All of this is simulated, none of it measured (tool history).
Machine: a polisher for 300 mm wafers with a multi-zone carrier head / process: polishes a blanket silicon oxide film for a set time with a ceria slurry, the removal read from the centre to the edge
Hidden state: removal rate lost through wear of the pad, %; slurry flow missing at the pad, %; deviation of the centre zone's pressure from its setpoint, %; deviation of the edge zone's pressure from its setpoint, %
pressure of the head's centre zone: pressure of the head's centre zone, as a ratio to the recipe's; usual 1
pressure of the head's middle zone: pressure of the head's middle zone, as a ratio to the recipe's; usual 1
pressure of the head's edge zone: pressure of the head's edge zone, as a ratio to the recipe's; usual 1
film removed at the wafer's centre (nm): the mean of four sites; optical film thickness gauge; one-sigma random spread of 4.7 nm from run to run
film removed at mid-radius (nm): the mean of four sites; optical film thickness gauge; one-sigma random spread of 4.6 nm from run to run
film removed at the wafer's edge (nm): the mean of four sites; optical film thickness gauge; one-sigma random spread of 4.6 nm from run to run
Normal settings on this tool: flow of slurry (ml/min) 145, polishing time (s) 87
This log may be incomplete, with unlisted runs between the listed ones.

run   hour  flow of slurry (ml/min)  pressure of the head's centre zone  pressure of the head's middle zone  pressure of the head's edge zone  polishing time (s)  wafers since the last listed run  wafers polished on this pad  hours since the slurry nozzle was cleaned  hours since the centre zone pressure was calibrated  hours since the edge zone pressure was calibrated  hours since the carrier head's membrane was replaced  incoming thickness of the incoming film, nm  film removed at the wafer's centre (nm)  film removed at mid-radius (nm)  film removed at the wafer's edge (nm)
  1      0                      145                                   1                                   1                                 1                  87                                 0                         1325                                      279.7                                                697.4                                             1101.8                                                 833.8                                       1130.8                                      285                            292.6                                    280
  2   34.8                      145                                   1                                   1                                 1                  87                               386                         1711                                      314.5                                                732.2                                             1136.6                                                 868.6                                       1121.9                                    285.8                            282.5                                  278.6
      50.1  -- worn pad replaced by a new one, of another model than before
  3   50.6                      145                                   1                                   1                                 1                  87                               130                            5                                      330.3                                                  748                                             1152.4                                                 884.4                                       1120.5                                    326.3                            324.4                                  320.6
  4   81.3                      145                                1.07                                   1                                 1                  87                               340                          346                                        361                                                778.7                                             1183.1                                                 915.1                                       1142.7                                      324                            306.1                                  297.6
  5  117.3                      145                                1.07                                   1                                 1                  87                               399                          745                                        397                                                814.7                                             1219.1                                                 951.1                                       1103.9                                    310.7                            289.5                                  287.8
     167.3  -- edge zone pressure recalibrated
     169.3  -- carrier head's membrane replaced by a new one
  6    215                      145                                1.07                                   1                                 1                  87                              1039                         1785                                      494.7                                                912.4                                               47.7                                                  45.7                                       1120.7                                    305.6                            279.6                                    279
     219.5  -- worn pad replaced by a new one
  7  238.2                      145                                1.04                                   1                                 1                  87                               213                          207                                      517.9                                                935.6                                               70.9                                                  68.9                                       1116.5                                    332.8                            327.6                                  307.3
  8  251.1                      195                                0.89                                1.04                                 1                  60                               143                          350                                      530.8                                                948.5                                               83.8                                                  81.8                                       1122.8                                    201.7                            233.9                                  221.2
  9  271.9                      145                                   1                                   1                                 1                  76                               230                          581                                      551.6                                                969.3                                              104.6                                                 102.6                                       1132.8                                    263.8                            268.7                                  257.3
     275.9  -- centre zone pressure recalibrated
 10  299.3                      180                                0.92                                   1                                 1                  87                               281                          863                                        579                                                 23.4                                                132                                                   130                                       1122.7                                    276.7                            305.7                                  297.5
 11  327.5                      110                                   1                                   1                              0.91                  95                               312                         1176                                      607.2                                                 51.6                                              160.2                                                 158.2                                       1110.7                                    292.6                            298.2                                  285.4
     346.8  -- slurry nozzle cleaned
 12  354.6                      145                                0.95                                   1                              1.06                  87                               289                         1465                                        7.8                                                 78.7                                              187.3                                                 185.3                                       1137.7                                    275.5                            296.3                                  289.4
 13  376.3                      145                                   1                                   1                                 1                  87                               240                         1706                                       29.5                                                100.4                                                209                                                   207                                       1129.6                                    291.7                            298.1                                  280.7
     390.1  -- worn pad replaced by a new one
 14  390.5                      145                                   1                                   1                                 1                  87                               113                            4                                       43.7                                                114.6                                              223.2                                                 221.2                                       1139.3                                    319.1                            319.3                                  318.5
 15  422.3                      145                                1.05                                   1                                 1                  87                               352                          357                                       75.5                                                146.4                                                255                                                   253                                       1121.5                                    317.2                            304.8                                  295.9
 16  484.1                      145                                   1                                   1                                 1                  87                               685                         1043                                      137.3                                                208.2                                              316.8                                                 314.8                                       1121.9                                    291.4                              287                                  280.5
 17  508.3                      125                                   1                                   1                              0.92                  87                               268                         1312                                      161.5                                                232.4                                                341                                                   339                                       1111.5                                    274.5                            276.6                                    256
     545.1  -- worn pad replaced by a new one
 18  545.6                      145                                1.07                                   1                              0.96                  87                               369                            5                                      198.8                                                269.7                                              378.3                                                 376.3                                       1112.4                                    346.8                            326.4                                  304.3
 19    556                      100                                0.91                                1.12                                 1                 114                               115                          120                                      209.2                                                280.1                                              388.7                                                 386.7                                       1137.8                                    343.1                            425.6                                  381.2
 20    576                      145                                   1                                0.96                                 1                 106                               221                          342                                      229.2                                                300.1                                              408.7                                                 406.7                                       1112.9                                    378.4                            371.1                                    368
 21  602.6                      110                                1.11                                   1                                 1                  87                               295                          637                                      255.8                                                326.7                                              435.3                                                 433.3                                       1112.9                                    306.9                            279.1                                  281.3

What if the next run were any one of these 5? Each begins from the tool's condition after run 21:
  A   603                      160                                   1                                   1                                 1                  87                                 4                          642                                      256.2                                                327.1                                              435.7                                                 433.7                                       1131.1                                        ?                                ?                                      ?
  B   603                      145                                   1                                   1                              0.93                  87                                 4                          642                                      256.2                                                327.1                                              435.7                                                 433.7                                       1131.1                                        ?                                ?                                      ?
  C   603                      145                                   1                                   1                              1.09                  87                                 4                          642                                      256.2                                                327.1                                              435.7                                                 433.7                                       1131.1                                        ?                                ?                                      ?
  D   603                      145                                0.96                                0.94                                 1                  87                                 4                          642                                      256.2                                                327.1                                              435.7                                                 433.7                                       1131.1                                        ?                                ?                                      ?
  E   603                      145                                0.96                                0.89                                 1                 105                                 4                          642                                      256.2                                                327.1                                              435.7                                                 433.7                                       1131.1                                        ?                                ?                                      ?

run  film removed at the wafer's centre (nm)  film removed at mid-radius (nm)  film removed at the wafer's edge (nm)
  A                                      307                            297.2                                  309.1
  B                                    300.2                            291.4                                  294.4
  C                                    300.2                            291.3                                  317.9
  D                                    287.9                            276.7                                    305
  E                                    347.4                            319.1                                  368.3
What these runs would have given with no unlogged condition in the tool:
run  film removed at the wafer's centre (nm)  film removed at mid-radius (nm)  film removed at the wafer's edge (nm)
  A                                    334.7                            324.1                                    337
  B                                    327.3                            317.7                                    321
  C                                    327.3                            317.7                                  346.7
  D                                      314                            301.7                                  332.5
  E                                    378.8                            347.9                                  401.6

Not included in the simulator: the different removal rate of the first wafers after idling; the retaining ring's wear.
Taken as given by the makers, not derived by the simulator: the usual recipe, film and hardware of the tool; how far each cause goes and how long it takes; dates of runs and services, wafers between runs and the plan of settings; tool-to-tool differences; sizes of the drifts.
